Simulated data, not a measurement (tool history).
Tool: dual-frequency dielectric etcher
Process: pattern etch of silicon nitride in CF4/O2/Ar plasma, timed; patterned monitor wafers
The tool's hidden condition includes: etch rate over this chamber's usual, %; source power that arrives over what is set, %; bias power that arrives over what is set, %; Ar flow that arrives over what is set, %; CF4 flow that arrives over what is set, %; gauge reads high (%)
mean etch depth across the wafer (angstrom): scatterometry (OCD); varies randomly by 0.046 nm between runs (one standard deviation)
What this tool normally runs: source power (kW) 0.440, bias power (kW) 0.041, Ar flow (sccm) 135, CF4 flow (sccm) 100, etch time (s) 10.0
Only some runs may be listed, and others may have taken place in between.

run	hour	source power (kW)	bias power (kW)	Ar flow (sccm)	CF4 flow (sccm)	etch time (s)	wafers since the last listed run	hours since the last wet clean	hours since the last source power generator calibration	hours since the last bias power generator calibration	hours since the last Ar flow controller change	hours since the last CF4 flow controller change	hours since the last upper electrode change	hours since the gauge calibration	read-back reference wafer on the same gauge, depth_nm	mean etch depth across the wafer (angstrom)
1	0.0	0.440	0.041	135	100	11.5	0	236.0	2912.6	2143.2	2207.5	919.1	2806.1	1392.2	15.09	170.3
2	50.7	0.440	0.041	135	100	11.5	967	286.7	2963.3	2193.9	2258.2	969.8	2856.8	1442.9	15.08	170.7
# hour 57.6: gauge calibrated
3	123.3	0.440	0.041	135	100	11.5	1385	359.3	3035.9	2266.5	2330.8	1042.4	2929.4	65.7	14.93	169.3
4	170.3	0.440	0.041	135	100	10.0	897	406.3	3082.9	2313.5	2377.8	1089.4	2976.4	112.7	14.95	146.7
# hour 218.1: wet clean of the chamber
5	223.3	0.440	0.041	135	100	10.0	553	5.2	3135.9	2366.5	2430.8	1142.4	3029.4	165.7	14.95	146.6
6	322.4	0.440	0.041	135	100	10.0	1891	104.3	3235.0	2465.6	2529.9	1241.5	3128.5	264.8	14.98	147.5
7	427.3	0.440	0.041	135	100	10.0	2002	209.2	3339.9	2570.5	2634.8	1346.4	3233.4	369.7	15.02	147.6
8	500.7	0.440	0.041	135	100	8.5	1401	282.6	3413.3	2643.9	2708.2	1419.8	3306.8	443.1	15.03	126.0
9	596.1	0.440	0.041	135	100	9.0	1820	378.0	3508.7	2739.3	2803.6	1515.2	3402.2	538.5	15.04	132.6
# hour 672.2: wet clean of the chamber
10	817.6	0.390	0.046	135	100	10.0	3769	145.4	3730.2	2960.8	3025.1	1736.7	3623.7	760.0	15.06	138.2
11	871.1	0.440	0.041	135	100	10.0	1021	198.9	3783.7	3014.3	3078.6	1790.2	3677.2	813.5	15.07	149.0
# hour 932.3: Ar flow controller replaced
# hour 949.8: source power generator calibrated
12	962.4	0.440	0.045	135	100	10.0	1551	290.2	12.6	3105.6	30.1	1881.5	3768.5	904.8	15.08	152.1
13	1058.6	0.350	0.049	135	100	10.0	1836	386.4	108.8	3201.8	126.3	1977.7	3864.7	1001.0	15.08	131.0
# hour 1092.5: upper electrode replaced
# hour 1122.1: CF4 flow controller replaced
14	1128.1	0.440	0.041	135	100	10.0	753	455.9	178.3	3271.3	195.8	6.0	35.6	1070.5	15.09	148.6
# hour 1161.7: wet clean of the chamber
# hour 1402.5: bias power generator calibrated
# hour 1406.8: gauge calibrated
15	1449.3	0.440	0.047	135	100	10.0	5596	287.6	499.5	46.8	517.0	327.2	356.8	42.5	14.91	153.0
16	1527.0	0.440	0.032	135	87	10.0	1483	365.3	577.2	124.5	594.7	404.9	434.5	120.2	14.93	134.3
17	1574.0	0.440	0.041	135	115	10.0	897	412.3	624.2	171.5	641.7	451.9	481.5	167.2	14.95	151.3
18	1637.0	0.490	0.041	117	89	10.0	1202	475.3	687.2	234.5	704.7	514.9	544.5	230.2	14.99	162.6
# hour 1665.2: wet clean of the chamber
19	1743.2	0.520	0.041	163	116	7.5	1568	78.0	793.4	340.7	810.9	621.1	650.7	336.4	15.01	125.6
20	1837.8	0.440	0.041	135	100	10.0	1805	172.6	888.0	435.3	905.5	715.7	745.3	431.0	15.02	147.7
21	1908.3	0.410	0.041	118	115	10.0	1345	243.1	958.5	505.8	976.0	786.2	815.8	501.5	15.03	147.6

What would each run have given without the hidden state, its run-to-run variation left as it was?
run	mean etch depth across the wafer (angstrom)
1	168.2
2	168.6
3	169.1
4	146.3
5	146.1
6	146.7
7	146.5
8	125.0
9	131.4
10	136.7
11	147.3
12	150.3
13	129.4
14	146.8
15	152.8
16	133.9
17	150.7
18	161.7
19	124.7
20	146.5
21	146.3
